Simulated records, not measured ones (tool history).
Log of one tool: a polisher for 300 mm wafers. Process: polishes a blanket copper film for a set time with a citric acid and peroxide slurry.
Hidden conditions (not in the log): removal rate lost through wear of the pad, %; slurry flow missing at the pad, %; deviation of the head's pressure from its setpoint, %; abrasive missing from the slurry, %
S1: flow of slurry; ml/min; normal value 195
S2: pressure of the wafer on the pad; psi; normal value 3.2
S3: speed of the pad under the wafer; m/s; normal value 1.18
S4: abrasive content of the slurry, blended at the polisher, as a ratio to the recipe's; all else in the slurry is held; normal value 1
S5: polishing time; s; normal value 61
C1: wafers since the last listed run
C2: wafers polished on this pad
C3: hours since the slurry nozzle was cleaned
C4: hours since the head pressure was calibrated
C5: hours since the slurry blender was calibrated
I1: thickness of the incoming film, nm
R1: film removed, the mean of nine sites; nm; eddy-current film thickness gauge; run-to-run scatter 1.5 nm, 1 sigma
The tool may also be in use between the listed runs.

run   hour   S1   S2    S3    S4  S5   C1    C2     C3      C4     C5     I1     R1
  1      0  195  3.2  1.18     1  61    0   332    648  1261.9   38.1  746.3  185.6
  2   40.1  195  3.2  1.18     1  61  356   689  688.1    1302   78.2  754.3  182.2
  3   54.7  195  3.2  1.18     1  61  129   819  702.7  1316.6   92.8  752.9  180.9
  4   64.3  195  3.2  1.18     1  61   85   904  712.3  1326.2  102.4  755.3  179.6
  5   73.7  195  3.2  1.18     1  61   83   988  721.7  1335.6  111.8  750.9  179.7
  6   82.7  195  2.6  1.18     1  61   80  1068  730.7  1344.6  120.8  747.9  149.6
      87.4  -- head pressure recalibrated
  7   91.4  195  3.2  1.18   0.9  46   59  1128  739.4       4  129.5  748.2  130.9
  8   99.7  195  3.2  1.18     1  61   73  1202  747.7    12.3  137.8  756.5  174.3
  9  111.4  195  3.2  1.18     1  61  104  1306  759.4      24  149.5  751.3  175.5
 10  120.8  195  3.2  1.18   1.1  61   83  1390  768.8    33.4  158.9  759.9  177.5
 11  131.9  195  3.2  1.18   1.1  61   98  1488  779.9    44.5    170  750.6  174.6
     137.4  -- worn pad replaced by a new one
 12  149.3  220  3.2  1.18     1  61  119   105  797.3    61.9  187.4  762.9  175.6
     153.1  -- slurry nozzle cleaned
 13  160.4  195  3.9  1.18  1.15  68   89   195    7.3      73  198.5    749  269.8
     168.1  -- slurry blender recalibrated
 14  171.1  195  3.2  1.18     1  61   77   272     18    83.7      3  739.8  200.9
 15  182.9  195  3.2  1.18     1  61  105   377   29.8    95.5   14.8  762.5  199.8
 16  189.4  195  3.2  1.18     1  61   57   435   36.3     102   21.3  742.7  200.1
 17  199.9  260  3.2  1.42   0.7  61   93   529   46.8   112.5   31.8  760.9  221.9
 18  215.2  250  3.8  1.54   1.1  61  136   665   62.1   127.8   47.1  744.9  297.9
 19  225.5  140  3.2  1.34   1.1  53   91   757   72.4   138.1   57.4    758  183.3
 20  235.5  215  2.8  1.18     1  68   89   846   82.4   148.1   67.4  750.3  200.1
 21  243.7  195  3.2  1.18     1  61   72   919   90.6   156.3   75.6  751.5  199.2
 22  256.8  195  2.3  1.18     1  61  116  1035  103.7   169.4   88.7  754.7  151.3
 23  271.7  195  2.5  1.04     1  61  132  1168  118.6   184.3  103.6  754.7  149.5
 24  279.3  130    4  1.34     1  61   67  1236  126.2   191.9  111.2  755.3  244.3

The tool's hidden state at each run:
removal rate lost through wear of the pad, %: 0, the same for each run
deviation of the head's pressure from its setpoint, %: 0, the same for each run
abrasive missing from the slurry, %: 0, the same for each run
H1: slurry flow missing at the pad, %
run    H1
  1  33.4
  2  37.5
  3  39.1
  4  40.2
  5  41.2
  6  42.2
  7  43.2
  8  44.2
  9  45.5
 10  46.6
 11    48
 12  50.1
 13  1.43
 14  1.45
 15   1.5
 16  1.53
 17   1.6
 18  1.73
 19  1.83
 20  1.95
 21  2.06
 22  2.26
 23  2.52
 24  2.66

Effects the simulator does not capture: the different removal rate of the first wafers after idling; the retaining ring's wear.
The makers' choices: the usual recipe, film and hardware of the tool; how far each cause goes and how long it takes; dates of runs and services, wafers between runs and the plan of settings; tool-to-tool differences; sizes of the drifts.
